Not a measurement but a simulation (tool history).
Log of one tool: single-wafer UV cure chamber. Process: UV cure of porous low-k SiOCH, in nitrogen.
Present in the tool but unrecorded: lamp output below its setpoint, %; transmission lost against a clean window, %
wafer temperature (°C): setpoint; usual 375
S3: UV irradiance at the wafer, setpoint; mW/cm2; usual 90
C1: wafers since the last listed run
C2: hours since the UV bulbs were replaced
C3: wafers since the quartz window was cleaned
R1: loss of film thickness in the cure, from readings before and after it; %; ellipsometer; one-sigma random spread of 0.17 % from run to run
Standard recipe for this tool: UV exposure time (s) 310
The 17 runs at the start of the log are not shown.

run 18 hour=945.8 | wafer_temperature_(°C)=375 UV_exposure_time_(s)=310 S3=90 | C1=457 C2=146.2 C3=4282 | R1=14.462
run 19 hour=970.9 | wafer_temperature_(°C)=355 UV_exposure_time_(s)=420 S3=55 | C1=408 C2=171.3 C3=4691 | R1=12.872
-- hour=1015.9 quartz window cleaned
run 20 hour=1027.3 | wafer_temperature_(°C)=392 UV_exposure_time_(s)=160 S3=106 | C1=787 C2=227.7 C3=186 | R1=12.215
run 21 hour=1058.4 | wafer_temperature_(°C)=388 UV_exposure_time_(s)=310 S3=128 | C1=506 C2=258.8 C3=692 | R1=16.706
run 22 hour=1088.3 | wafer_temperature_(°C)=358 UV_exposure_time_(s)=245 S3=126 | C1=486 C2=288.7 C3=1179 | R1=14.33
run 23 hour=1151.5 | wafer_temperature_(°C)=375 UV_exposure_time_(s)=310 S3=90 | C1=1028 C2=351.9 C3=2207 | R1=14.071
run 24 hour=1216.8 | wafer_temperature_(°C)=369 UV_exposure_time_(s)=375 S3=57 | C1=1062 C2=417.2 C3=3270 | R1=12.551
-- hour=1270.9 quartz window cleaned
run 25 hour=1271.4 | wafer_temperature_(°C)=361 UV_exposure_time_(s)=310 S3=106 | C1=758 C2=471.8 C3=8 | R1=14.741
run 26 hour=1309.9 | wafer_temperature_(°C)=382 UV_exposure_time_(s)=495 S3=114 | C1=626 C2=510.3 C3=635 | R1=18.265
run 27 hour=1352.4 | wafer_temperature_(°C)=375 UV_exposure_time_(s)=425 S3=90 | C1=691 C2=552.8 C3=1326 | R1=15.763
run 28 hour=1381 | wafer_temperature_(°C)=375 UV_exposure_time_(s)=310 S3=90 | C1=465 C2=581.4 C3=1792 | R1=14.506
run 29 hour=1435.3 | wafer_temperature_(°C)=375 UV_exposure_time_(s)=310 S3=90 | C1=883 C2=635.7 C3=2676 | R1=14.053
run 30 hour=1488.1 | wafer_temperature_(°C)=394 UV_exposure_time_(s)=385 S3=108 | C1=859 C2=688.5 C3=3535 | R1=16.971

Here are 4 independent what-if runs from the current tool condition. What would each one return?
run A hour=1488.5 | wafer_temperature_(°C)=383 UV_exposure_time_(s)=310 S3=90 | C1=6 C2=688.9 C3=3542 | R1=?
run B hour=1488.5 | wafer_temperature_(°C)=367 UV_exposure_time_(s)=140 S3=52 | C1=6 C2=688.9 C3=3542 | R1=?
run C hour=1488.5 | wafer_temperature_(°C)=375 UV_exposure_time_(s)=445 S3=90 | C1=6 C2=688.9 C3=3542 | R1=?
run D hour=1488.5 | wafer_temperature_(°C)=364 UV_exposure_time_(s)=310 S3=128 | C1=6 C2=688.9 C3=3542 | R1=?

run=A R1=14.202
run=B R1=7.35
run=C R1=15.944
run=D R1=15.646
Had the tool no hidden state, the same runs would have come out as:
run=A R1=14.697
run=B R1=7.774
run=C R1=16.452
run=D R1=16.153
